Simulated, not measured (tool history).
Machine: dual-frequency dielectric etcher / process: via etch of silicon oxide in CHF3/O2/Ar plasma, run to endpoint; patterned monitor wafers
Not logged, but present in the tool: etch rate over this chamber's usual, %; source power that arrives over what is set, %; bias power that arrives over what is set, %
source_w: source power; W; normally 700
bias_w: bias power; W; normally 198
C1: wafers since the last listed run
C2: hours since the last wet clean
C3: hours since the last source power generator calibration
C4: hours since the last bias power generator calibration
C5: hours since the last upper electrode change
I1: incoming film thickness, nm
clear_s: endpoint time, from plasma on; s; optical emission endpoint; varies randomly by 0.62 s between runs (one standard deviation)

Run 1, day 0: usual settings but source_w 650 W; C1 0; C2 473.1; C3 2904.6; C4 2582.9; C5 2689.6; I1 436.3. Result: clear_s 206.3 s.
Run 2, day 0.633: usual settings but source_w 650 W; C1 59; C2 488.3; C3 2919.8; C4 2598.1; C5 2704.8; I1 436.3. Result: clear_s 206.6 s.
Run 3, day 1.038: usual settings but source_w 650 W; C1 38; C2 498; C3 2929.5; C4 2607.8; C5 2714.5; I1 433.2. Result: clear_s 204.5 s.
Run 4, day 1.658: usual settings; C1 58; C2 512.9; C3 2944.4; C4 2622.7; C5 2729.4; I1 438.2. Result: clear_s 198.9 s.
Run 5, day 2.079: usual settings; C1 39; C2 523; C3 2954.5; C4 2632.8; C5 2739.5; I1 433.6. Result: clear_s 197.6 s.
Run 6, day 2.675: usual settings; C1 56; C2 537.3; C3 2968.8; C4 2647.1; C5 2753.8; I1 436.9. Result: clear_s 198.2 s.
Run 7, day 3.262: usual settings; C1 55; C2 551.4; C3 2982.9; C4 2661.2; C5 2767.9; I1 434.6. Result: clear_s 197 s.
Run 8, day 3.662: usual settings; C1 37; C2 561; C3 2992.5; C4 2670.8; C5 2777.5; I1 434.7. Result: clear_s 197.6 s.
Run 9, day 4.017: usual settings but bias_w 209 W; C1 33; C2 569.5; C3 3001; C4 2679.3; C5 2786; I1 434.7. Result: clear_s 192.3 s.
Run 10, day 4.625: usual settings but bias_w 209 W; C1 57; C2 584.1; C3 3015.6; C4 2693.9; C5 2800.6; I1 428.7. Result: clear_s 189 s.
Run 11, day 4.879: usual settings; C1 24; C2 590.2; C3 3021.7; C4 2700; C5 2806.7; I1 434.3. Result: clear_s 195.8 s.
Run 12, day 5.288: usual settings; C1 38; C2 600; C3 3031.5; C4 2709.8; C5 2816.5; I1 434.2. Result: clear_s 195.6 s.
Run 13, day 5.675: usual settings but source_w 870 W, bias_w 233 W; C1 36; C2 609.3; C3 3040.8; C4 2719.1; C5 2825.8; I1 438.5. Result: clear_s 166 s.
At day 7.254: wet clean of the chamber.
Run 14, day 7.275: usual settings but bias_w 150 W; C1 56; C2 0.5; C3 3079.2; C4 2757.5; C5 2864.2; I1 436.3. Result: clear_s 236.2 s.
Run 15, day 7.292: usual settings but source_w 850 W, bias_w 183 W; C1 1; C2 0.9; C3 3079.6; C4 2757.9; C5 2864.6; I1 435.4. Result: clear_s 195.9 s.
Run 16, day 7.442: usual settings but source_w 840 W; C1 14; C2 4.5; C3 3083.2; C4 2761.5; C5 2868.2; I1 431.5. Result: clear_s 188.6 s.
At day 7.771: bias power generator calibrated.
Run 17, day 7.842: usual settings but source_w 610 W, bias_w 169 W; C1 22; C2 14.1; C3 3092.8; C4 1.7; C5 2877.8; I1 430.5. Result: clear_s 234.8 s.
At day 9.012: upper electrode replaced.
Run 18, day 9.033: usual settings but source_w 650 W; C1 18; C2 42.7; C3 3121.4; C4 30.3; C5 0.5; I1 431.2. Result: clear_s 212.5 s.
Run 19, day 9.25: usual settings but source_w 650 W, bias_w 182 W; C1 20; C2 47.9; C3 3126.6; C4 35.5; C5 5.7; I1 430.6. Result: clear_s 219.1 s.

What will run 20 give?
Run 20, day 9.867: usual settings but bias_w 247 W; C1 58; C2 62.7; C3 3141.4; C4 50.3; C5 20.5; I1 434.1. Result: clear_s ?.

{"run 20": {"clear_s": 184.1}}
On a tool with no hidden condition, and with the same random variation, this run would have come out at clear_s 185.4 s.
